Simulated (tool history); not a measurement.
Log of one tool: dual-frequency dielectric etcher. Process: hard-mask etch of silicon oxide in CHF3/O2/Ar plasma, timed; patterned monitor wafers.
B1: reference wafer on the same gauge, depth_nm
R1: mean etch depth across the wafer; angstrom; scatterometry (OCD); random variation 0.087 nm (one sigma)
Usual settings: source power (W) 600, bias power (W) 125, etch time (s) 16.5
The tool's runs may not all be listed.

{"run": 1, "hour": 0.0, "source power (W)": 600, "bias power (W)": 149, "etch time (s)": 16.5, "B1": 34.3, "R1": 314.1}
{"run": 2, "hour": 59.7, "source power (W)": 600, "bias power (W)": 149, "etch time (s)": 16.5, "B1": 34.36, "R1": 313.3}
{"run": 3, "hour": 108.8, "source power (W)": 710, "bias power (W)": 125, "etch time (s)": 16.5, "B1": 34.35, "R1": 321.5}
{"run": 4, "hour": 132.9, "source power (W)": 600, "bias power (W)": 125, "etch time (s)": 16.5, "B1": 34.37, "R1": 299.3}
{"run": 5, "hour": 200.4, "source power (W)": 600, "bias power (W)": 125, "etch time (s)": 16.5, "B1": 34.38, "R1": 299.8}
{"hour": 229.0, "done": "wet clean of the chamber"}
{"run": 6, "hour": 263.0, "source power (W)": 600, "bias power (W)": 125, "etch time (s)": 16.5, "B1": 34.39, "R1": 300.4}
{"run": 7, "hour": 287.9, "source power (W)": 600, "bias power (W)": 125, "etch time (s)": 16.5, "B1": 34.42, "R1": 298.9}
{"run": 8, "hour": 335.6, "source power (W)": 630, "bias power (W)": 125, "etch time (s)": 16.5, "B1": 34.43, "R1": 307.4}
{"run": 9, "hour": 394.2, "source power (W)": 600, "bias power (W)": 125, "etch time (s)": 16.5, "B1": 34.44, "R1": 299}
{"hour": 414.8, "done": "source power generator calibrated"}
{"run": 10, "hour": 451.4, "source power (W)": 600, "bias power (W)": 125, "etch time (s)": 16.5, "B1": 34.47, "R1": 300.3}
{"hour": 461.7, "done": "bias power generator calibrated"}
{"hour": 471.3, "done": "gauge calibrated"}
{"run": 11, "hour": 479.2, "source power (W)": 600, "bias power (W)": 125, "etch time (s)": 16.5, "B1": 33.89, "R1": 292.9}
{"run": 12, "hour": 532.0, "source power (W)": 600, "bias power (W)": 125, "etch time (s)": 16.5, "B1": 33.88, "R1": 293.9}
{"hour": 582.6, "done": "wet clean of the chamber"}
{"run": 13, "hour": 583.1, "source power (W)": 600, "bias power (W)": 125, "etch time (s)": 16.5, "B1": 33.92, "R1": 293.9}
{"run": 14, "hour": 607.0, "source power (W)": 600, "bias power (W)": 144, "etch time (s)": 16.5, "B1": 33.91, "R1": 308.6}
{"run": 15, "hour": 646.1, "source power (W)": 640, "bias power (W)": 125, "etch time (s)": 19.5, "B1": 33.95, "R1": 358}
{"run": 16, "hour": 739.1, "source power (W)": 600, "bias power (W)": 125, "etch time (s)": 16.5, "B1": 33.98, "R1": 294.6}
{"run": 17, "hour": 799.0, "source power (W)": 510, "bias power (W)": 125, "etch time (s)": 15, "B1": 34.05, "R1": 250.5}
{"hour": 827.6, "done": "upper electrode replaced"}
{"run": 18, "hour": 828.1, "source power (W)": 480, "bias power (W)": 125, "etch time (s)": 16.5, "B1": 34.03, "R1": 268.5}
{"run": 19, "hour": 857.4, "source power (W)": 600, "bias power (W)": 155, "etch time (s)": 15, "B1": 34.04, "R1": 288.8}
{"run": 20, "hour": 923.2, "source power (W)": 480, "bias power (W)": 137, "etch time (s)": 13.5, "B1": 34.06, "R1": 224.8}
{"hour": 970.0, "done": "wet clean of the chamber"}
{"run": 21, "hour": 970.5, "source power (W)": 600, "bias power (W)": 125, "etch time (s)": 16.5, "B1": 34.06, "R1": 297.1}
{"run": 22, "hour": 991.2, "source power (W)": 700, "bias power (W)": 153, "etch time (s)": 14.5, "B1": 34.09, "R1": 296.5}
{"run": 23, "hour": 1040.7, "source power (W)": 720, "bias power (W)": 105, "etch time (s)": 15, "B1": 34.08, "R1": 275.8}
{"run": 24, "hour": 1087.3, "source power (W)": 550, "bias power (W)": 150, "etch time (s)": 13.5, "B1": 34.1, "R1": 246.3}
{"run": 25, "hour": 1144.2, "source power (W)": 720, "bias power (W)": 125, "etch time (s)": 13, "B1": 34.08, "R1": 253.8}
{"run": 26, "hour": 1170.6, "source power (W)": 540, "bias power (W)": 152, "etch time (s)": 19, "B1": 34.12, "R1": 347}
{"run": 27, "hour": 1207.9, "source power (W)": 710, "bias power (W)": 147, "etch time (s)": 11.5, "B1": 34.18, "R1": 234.4}
{"run": 28, "hour": 1279.6, "source power (W)": 540, "bias power (W)": 146, "etch time (s)": 18, "B1": 34.18, "R1": 325.1}
{"run": 29, "hour": 1337.9, "source power (W)": 500, "bias power (W)": 138, "etch time (s)": 13, "B1": 34.18, "R1": 224.3}
{"hour": 1390.6, "done": "wet clean of the chamber"}
{"run": 30, "hour": 1391.1, "source power (W)": 550, "bias power (W)": 150, "etch time (s)": 13.5, "B1": 34.23, "R1": 248.4}

Forecast each of these 4 alternatives for the next run:
{"run": "A", "hour": 1391.5, "source power (W)": 600, "bias power (W)": 125, "etch time (s)": 16.5, "B1": "?", "R1": "?"}
{"run": "B", "hour": 1391.5, "source power (W)": 740, "bias power (W)": 150, "etch time (s)": 18.5, "B1": "?", "R1": "?"}
{"run": "C", "hour": 1391.5, "source power (W)": 460, "bias power (W)": 153, "etch time (s)": 14, "B1": "?", "R1": "?"}
{"run": "D", "hour": 1391.5, "source power (W)": 650, "bias power (W)": 125, "etch time (s)": 16.5, "B1": "?", "R1": "?"}

run=A B1=34.17 R1=295.5
run=B B1=34.17 R1=382.9
run=C B1=34.17 R1=237.7
run=D B1=34.17 R1=305.9
Without the tool's hidden state the same runs would have given:
run=A R1=292.9
run=B R1=379.4
run=C R1=235.6
run=D R1=303.2
